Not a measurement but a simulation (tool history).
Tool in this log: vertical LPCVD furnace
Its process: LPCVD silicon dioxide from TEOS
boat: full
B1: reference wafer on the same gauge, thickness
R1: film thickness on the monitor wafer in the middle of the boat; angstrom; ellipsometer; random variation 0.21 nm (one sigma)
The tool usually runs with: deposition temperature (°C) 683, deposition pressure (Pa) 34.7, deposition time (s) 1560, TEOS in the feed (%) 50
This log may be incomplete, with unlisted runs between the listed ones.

run 1 hour=0 | deposition_temperature_(°C)=683 deposition_pressure_(Pa)=34.7 deposition_time_(s)=1380 TEOS_in_the_feed_(%)=50 | B1=110.97 | R1=1025
run 2 hour=17 | deposition_temperature_(°C)=683 deposition_pressure_(Pa)=34.7 deposition_time_(s)=1380 TEOS_in_the_feed_(%)=50 | B1=111.08 | R1=1026.6
run 3 hour=62.4 | deposition_temperature_(°C)=683 deposition_pressure_(Pa)=34.7 deposition_time_(s)=1380 TEOS_in_the_feed_(%)=50 | B1=111.03 | R1=1028.2
-- hour=91.7 TEOS flow controller replaced
run 4 hour=92.2 | deposition_temperature_(°C)=683 deposition_pressure_(Pa)=29.3 deposition_time_(s)=1560 TEOS_in_the_feed_(%)=50 | B1=111 | R1=1078.2
run 5 hour=97.5 | deposition_temperature_(°C)=683 deposition_pressure_(Pa)=29.3 deposition_time_(s)=1560 TEOS_in_the_feed_(%)=50 | B1=111.01 | R1=1071.3
run 6 hour=112.7 | deposition_temperature_(°C)=683 deposition_pressure_(Pa)=29.3 deposition_time_(s)=1560 TEOS_in_the_feed_(%)=50 | B1=111.05 | R1=1075.5
run 7 hour=124.9 | deposition_temperature_(°C)=683 deposition_pressure_(Pa)=34.7 deposition_time_(s)=1560 TEOS_in_the_feed_(%)=50 | B1=110.96 | R1=1171
-- hour=156.9 pressure gauge zeroed
run 8 hour=157.4 | deposition_temperature_(°C)=680 deposition_pressure_(Pa)=34.7 deposition_time_(s)=1560 TEOS_in_the_feed_(%)=50 | B1=110.92 | R1=1094.1
run 9 hour=161 | deposition_temperature_(°C)=680 deposition_pressure_(Pa)=34.7 deposition_time_(s)=1560 TEOS_in_the_feed_(%)=50 | B1=110.95 | R1=1094.7
run 10 hour=167.4 | deposition_temperature_(°C)=683 deposition_pressure_(Pa)=34.7 deposition_time_(s)=1560 TEOS_in_the_feed_(%)=50 | B1=110.96 | R1=1177.2
-- hour=169.6 gauge calibrated
run 11 hour=182.3 | deposition_temperature_(°C)=693 deposition_pressure_(Pa)=41.3 deposition_time_(s)=1140 TEOS_in_the_feed_(%)=56 | B1=110.92 | R1=1259.4
run 12 hour=191.9 | deposition_temperature_(°C)=683 deposition_pressure_(Pa)=34.7 deposition_time_(s)=1560 TEOS_in_the_feed_(%)=50 | B1=110.93 | R1=1173.2
-- hour=217.9 thermocouples replaced and temperature profile calibrated
run 13 hour=218.4 | deposition_temperature_(°C)=694 deposition_pressure_(Pa)=38.7 deposition_time_(s)=1140 TEOS_in_the_feed_(%)=43 | B1=110.95 | R1=977.6
run 14 hour=222 | deposition_temperature_(°C)=695 deposition_pressure_(Pa)=26 deposition_time_(s)=990 TEOS_in_the_feed_(%)=42 | B1=110.95 | R1=701.6
run 15 hour=228.5 | deposition_temperature_(°C)=677 deposition_pressure_(Pa)=27.3 deposition_time_(s)=1560 TEOS_in_the_feed_(%)=50 | B1=110.88 | R1=808.5
run 16 hour=236.3 | deposition_temperature_(°C)=683 deposition_pressure_(Pa)=34.7 deposition_time_(s)=1560 TEOS_in_the_feed_(%)=50 | B1=111.1 | R1=1046.3
run 17 hour=254.2 | deposition_temperature_(°C)=683 deposition_pressure_(Pa)=34.7 deposition_time_(s)=1560 TEOS_in_the_feed_(%)=57 | B1=110.98 | R1=1122.2
run 18 hour=269.6 | deposition_temperature_(°C)=683 deposition_pressure_(Pa)=39.3 deposition_time_(s)=1560 TEOS_in_the_feed_(%)=42 | B1=110.94 | R1=1027.6
run 19 hour=280 | deposition_temperature_(°C)=683 deposition_pressure_(Pa)=41.3 deposition_time_(s)=2070 TEOS_in_the_feed_(%)=54 | B1=110.99 | R1=1584.3

Alternative continuations, all from the tool just after run 19; predict every row:
run A hour=283.7 | deposition_temperature_(°C)=683 deposition_pressure_(Pa)=34.7 deposition_time_(s)=1560 TEOS_in_the_feed_(%)=50 | B1=? | R1=?
run B hour=283.7 | deposition_temperature_(°C)=683 deposition_pressure_(Pa)=32 deposition_time_(s)=1830 TEOS_in_the_feed_(%)=50 | B1=? | R1=?
run C hour=283.7 | deposition_temperature_(°C)=683 deposition_pressure_(Pa)=41.3 deposition_time_(s)=1980 TEOS_in_the_feed_(%)=55 | B1=? | R1=?

run=A B1=110.95 R1=1049.9
run=B B1=110.95 R1=1183.2
run=C B1=110.95 R1=1526
Had the tool no hidden state, the same runs would have come out as:
run=A R1=1039.6
run=B R1=1171.7
run=C R1=1511.2
